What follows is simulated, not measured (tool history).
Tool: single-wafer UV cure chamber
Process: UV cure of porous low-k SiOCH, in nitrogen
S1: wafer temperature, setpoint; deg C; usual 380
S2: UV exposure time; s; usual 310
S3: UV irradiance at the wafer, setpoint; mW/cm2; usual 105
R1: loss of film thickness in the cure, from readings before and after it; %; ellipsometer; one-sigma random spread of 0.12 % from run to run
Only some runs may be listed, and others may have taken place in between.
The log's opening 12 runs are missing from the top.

Run 13, hour 979: usual settings. Result: R1 10.621 %.
Run 14, hour 1053.8: usual settings. Result: R1 10.464 %.
Run 15, hour 1130.4: usual settings. Result: R1 10.595 %.
At hour 1228.5: quartz window cleaned.
Run 16, hour 1389: usual settings but S1 370 deg C, S3 118 mW/cm2. Result: R1 11.093 %.
Run 17, hour 1476.8: usual settings but S1 370 deg C, S3 118 mW/cm2. Result: R1 10.759 %.
Run 18, hour 1524.1: usual settings but S1 367 deg C. Result: R1 10.245 %.
Run 19, hour 1574.2: usual settings but S2 370 s. Result: R1 10.953 %.
Run 20, hour 1652.9: usual settings but S2 470 s, S3 87 mW/cm2. Result: R1 11.263 %.
Run 21, hour 1743.9: usual settings. Result: R1 10.036 %.
At hour 1836.1: UV bulbs replaced.
Run 22, hour 1841: usual settings. Result: R1 11.12 %.
At hour 1856.2: quartz window cleaned.
Run 23, hour 1938.8: usual settings. Result: R1 11.792 %.
Run 24, hour 2020.6: usual settings. Result: R1 11.648 %.
Run 25, hour 2070.2: usual settings but S1 374 deg C, S2 405 s, S3 65 mW/cm2. Result: R1 10.465 %.
Run 26, hour 2109.7: usual settings but S1 366 deg C, S2 450 s, S3 90 mW/cm2. Result: R1 12.26 %.
Run 27, hour 2212.5: usual settings. Result: R1 11.441 %.
Run 28, hour 2313.4: usual settings but S1 361 deg C, S2 245 s. Result: R1 10.053 %.
Run 29, hour 2390.6: usual settings but S2 245 s, S3 132 mW/cm2. Result: R1 11.009 %.
Run 30, hour 2430.4: usual settings but S1 363 deg C, S3 78 mW/cm2. Result: R1 9.368 %.
At hour 2461: quartz window cleaned.
Run 31, hour 2470.9: usual settings but S1 362 deg C, S2 240 s, S3 65 mW/cm2. Result: R1 8.076 %.
Run 32, hour 2578.6: usual settings. Result: R1 11.562 %.
Run 33, hour 2652: usual settings but S3 122 mW/cm2. Result: R1 12.001 %.
Run 34, hour 2755.8: usual settings but S1 389 deg C, S2 455 s. Result: R1 13.149 %.
Run 35, hour 2841.8: usual settings but S1 375 deg C, S2 470 s, S3 74 mW/cm2. Result: R1 11.265 %.

Here are 5 independent what-if runs from the current tool condition. What would each one return?
Run A, hour 2842.3: usual settings but S1 371 deg C. Result: R1 ?.
Run B, hour 2842.3: usual settings but S1 386 deg C, S2 365 s, S3 90 mW/cm2. Result: R1 ?.
Run C, hour 2842.3: usual settings but S1 364 deg C, S2 445 s. Result: R1 ?.
Run D, hour 2842.3: usual settings but S1 388 deg C, S2 170 s, S3 121 mW/cm2. Result: R1 ?.
Run E, hour 2842.3: usual settings but S1 390 deg C, S2 200 s, S3 135 mW/cm2. Result: R1 ?.

run      R1
  A  10.943
  B  11.255
  C  12.431
  D    9.27
  E  10.464
Take away the tool's hidden state, keep each run's random variation, and the runs would have read:
run      R1
  A  11.955
  B  12.275
  C  13.476
  D  10.234
  E  11.463
